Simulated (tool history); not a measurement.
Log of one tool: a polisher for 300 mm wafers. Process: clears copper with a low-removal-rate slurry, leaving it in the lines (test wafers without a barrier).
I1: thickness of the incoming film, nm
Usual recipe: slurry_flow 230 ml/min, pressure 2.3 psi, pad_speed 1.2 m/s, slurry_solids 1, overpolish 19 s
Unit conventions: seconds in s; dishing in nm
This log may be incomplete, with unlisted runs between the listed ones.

{"run": 1, "day": 0.0, "slurry_flow": 230, "pressure": 2.3, "pad_speed": 1.2, "slurry_solids": 1, "overpolish": 19, "I1": 297.4, "seconds": 111, "dishing": 20}
{"run": 2, "day": 1.017, "slurry_flow": 230, "pressure": 2.3, "pad_speed": 1.2, "slurry_solids": 1, "overpolish": 19, "I1": 297.6, "seconds": 111.3, "dishing": 19.4}
{"day": 2.833, "done": "worn pad replaced by a new one"}
{"day": 4.85, "done": "slurry blender recalibrated"}
{"run": 3, "day": 4.871, "slurry_flow": 230, "pressure": 2.3, "pad_speed": 1.2, "slurry_solids": 1, "overpolish": 19, "I1": 297.4, "seconds": 112.5, "dishing": 19.1}
{"run": 4, "day": 5.625, "slurry_flow": 230, "pressure": 2.3, "pad_speed": 1.2, "slurry_solids": 1, "overpolish": 19, "I1": 292.8, "seconds": 111.6, "dishing": 19.6}
{"run": 5, "day": 7.092, "slurry_flow": 230, "pressure": 2.3, "pad_speed": 1.2, "slurry_solids": 1, "overpolish": 19, "I1": 292.4, "seconds": 109.6, "dishing": 19.7}
{"run": 6, "day": 8.167, "slurry_flow": 230, "pressure": 2.3, "pad_speed": 1.2, "slurry_solids": 1, "overpolish": 19, "I1": 288.3, "seconds": 108.8, "dishing": 19.4}
{"run": 7, "day": 9.542, "slurry_flow": 230, "pressure": 2.3, "pad_speed": 1.2, "slurry_solids": 1.15, "overpolish": 19, "I1": 291.7, "seconds": 108.2, "dishing": 19.9}
{"day": 10.258, "done": "worn pad replaced by a new one"}
{"run": 8, "day": 10.279, "slurry_flow": 230, "pressure": 2.3, "pad_speed": 1.2, "slurry_solids": 1.15, "overpolish": 19, "I1": 292, "seconds": 107.1, "dishing": 19.6}
{"run": 9, "day": 11.275, "slurry_flow": 230, "pressure": 2.3, "pad_speed": 1.2, "slurry_solids": 1.15, "overpolish": 19, "I1": 297.1, "seconds": 107.2, "dishing": 19.9}
{"run": 10, "day": 12.508, "slurry_flow": 275, "pressure": 2.3, "pad_speed": 1.2, "slurry_solids": 1, "overpolish": 19, "I1": 293.7, "seconds": 109.5, "dishing": 19.8}
{"day": 12.738, "done": "head pressure recalibrated"}
{"run": 11, "day": 13.975, "slurry_flow": 275, "pressure": 2.3, "pad_speed": 1.2, "slurry_solids": 1, "overpolish": 19, "I1": 292.5, "seconds": 106.2, "dishing": 20}
{"run": 12, "day": 15.35, "slurry_flow": 275, "pressure": 2.3, "pad_speed": 1.2, "slurry_solids": 1, "overpolish": 19, "I1": 295.6, "seconds": 109.4, "dishing": 19.4}
{"day": 15.546, "done": "slurry blender recalibrated"}
{"run": 13, "day": 16.788, "slurry_flow": 230, "pressure": 2, "pad_speed": 1.2, "slurry_solids": 0.75, "overpolish": 19, "I1": 299.3, "seconds": 136.5, "dishing": 18.1}
{"run": 14, "day": 17.454, "slurry_flow": 230, "pressure": 2.3, "pad_speed": 1.6, "slurry_solids": 1, "overpolish": 19, "I1": 294.9, "seconds": 81.5, "dishing": 21.6}
{"run": 15, "day": 17.996, "slurry_flow": 230, "pressure": 2.3, "pad_speed": 1.5, "slurry_solids": 1.15, "overpolish": 19, "I1": 293.8, "seconds": 87.6, "dishing": 21.7}
{"day": 18.304, "done": "worn pad replaced by a new one"}
{"run": 16, "day": 18.612, "slurry_flow": 230, "pressure": 2.3, "pad_speed": 1.2, "slurry_solids": 1, "overpolish": 19, "I1": 297.2, "seconds": 113, "dishing": 19.9}
{"run": 17, "day": 23.004, "slurry_flow": 230, "pressure": 2.3, "pad_speed": 1.4, "slurry_solids": 1, "overpolish": 25, "I1": 294.3, "seconds": 94.8, "dishing": 22.6}
{"run": 18, "day": 23.762, "slurry_flow": 230, "pressure": 2.3, "pad_speed": 1.2, "slurry_solids": 1, "overpolish": 19, "I1": 296.2, "seconds": 111.2, "dishing": 20.2}
{"run": 19, "day": 24.675, "slurry_flow": 270, "pressure": 2.3, "pad_speed": 1.2, "slurry_solids": 1.25, "overpolish": 13, "I1": 297.1, "seconds": 104.2, "dishing": 17.3}
{"day": 24.883, "done": "worn pad replaced by a new one"}
{"run": 20, "day": 25.875, "slurry_flow": 285, "pressure": 3, "pad_speed": 1.2, "slurry_solids": 1.1, "overpolish": 11, "I1": 293.2, "seconds": 81.5, "dishing": 17.7}
{"day": 26.017, "done": "slurry nozzle cleaned"}
{"run": 21, "day": 27.196, "slurry_flow": 230, "pressure": 2.3, "pad_speed": 1.2, "slurry_solids": 1, "overpolish": 19, "I1": 291.5, "seconds": 111.6, "dishing": 19.7}
{"day": 27.342, "done": "slurry blender recalibrated"}
{"run": 22, "day": 28.229, "slurry_flow": 230, "pressure": 2.3, "pad_speed": 1.2, "slurry_solids": 1, "overpolish": 19, "I1": 294.5, "seconds": 110.1, "dishing": 20}
{"run": 23, "day": 29.267, "slurry_flow": 230, "pressure": 2.3, "pad_speed": 1.2, "slurry_solids": 1, "overpolish": 19, "I1": 293.7, "seconds": 107.8, "dishing": 19.5}
{"run": 24, "day": 29.796, "slurry_flow": 180, "pressure": 2.3, "pad_speed": 1.2, "slurry_solids": 0.85, "overpolish": 19, "I1": 294.5, "seconds": 120, "dishing": 19.2}
{"run": 25, "day": 31.125, "slurry_flow": 230, "pressure": 2.3, "pad_speed": 1.2, "slurry_solids": 1, "overpolish": 19, "I1": 296.8, "seconds": 113, "dishing": 20.1}
{"run": 26, "day": 32.025, "slurry_flow": 295, "pressure": 2.1, "pad_speed": 0.8, "slurry_solids": 1, "overpolish": 24, "I1": 299.9, "seconds": 180.2, "dishing": 17.5}
{"run": 27, "day": 32.733, "slurry_flow": 230, "pressure": 2.3, "pad_speed": 1.2, "slurry_solids": 1.1, "overpolish": 19, "I1": 293.2, "seconds": 108.8, "dishing": 19.8}
{"day": 33.258, "done": "worn pad replaced by a new one"}
{"run": 28, "day": 33.667, "slurry_flow": 185, "pressure": 2.8, "pad_speed": 1.2, "slurry_solids": 1, "overpolish": 19, "I1": 290.3, "seconds": 92.7, "dishing": 21.4}

Branching from run 28: 4 alternative next runs. What would each branch give?
{"run": "A", "day": 33.688, "slurry_flow": 230, "pressure": 2.3, "pad_speed": 1.2, "slurry_solids": 1, "overpolish": 14, "I1": 293.3, "seconds": "?", "dishing": "?"}
{"run": "B", "day": 33.688, "slurry_flow": 230, "pressure": 1.9, "pad_speed": 1.08, "slurry_solids": 1.1, "overpolish": 19, "I1": 293.3, "seconds": "?", "dishing": "?"}
{"run": "C", "day": 33.688, "slurry_flow": 230, "pressure": 2.3, "pad_speed": 1.08, "slurry_solids": 1.2, "overpolish": 19, "I1": 293.3, "seconds": "?", "dishing": "?"}
{"run": "D", "day": 33.688, "slurry_flow": 270, "pressure": 2.3, "pad_speed": 0.8, "slurry_solids": 0.85, "overpolish": 12, "I1": 293.3, "seconds": "?", "dishing": "?"}

run=A seconds=110.8 dishing=17.4
run=B seconds=145.8 dishing=17.5
run=C seconds=118 dishing=19.4
run=D seconds=169.3 dishing=12.4
What these runs would have given with no unlogged condition in the tool:
run=A seconds=110.8 dishing=17.4
run=B seconds=145.8 dishing=17.5
run=C seconds=118 dishing=19.4
run=D seconds=169.3 dishing=12.4

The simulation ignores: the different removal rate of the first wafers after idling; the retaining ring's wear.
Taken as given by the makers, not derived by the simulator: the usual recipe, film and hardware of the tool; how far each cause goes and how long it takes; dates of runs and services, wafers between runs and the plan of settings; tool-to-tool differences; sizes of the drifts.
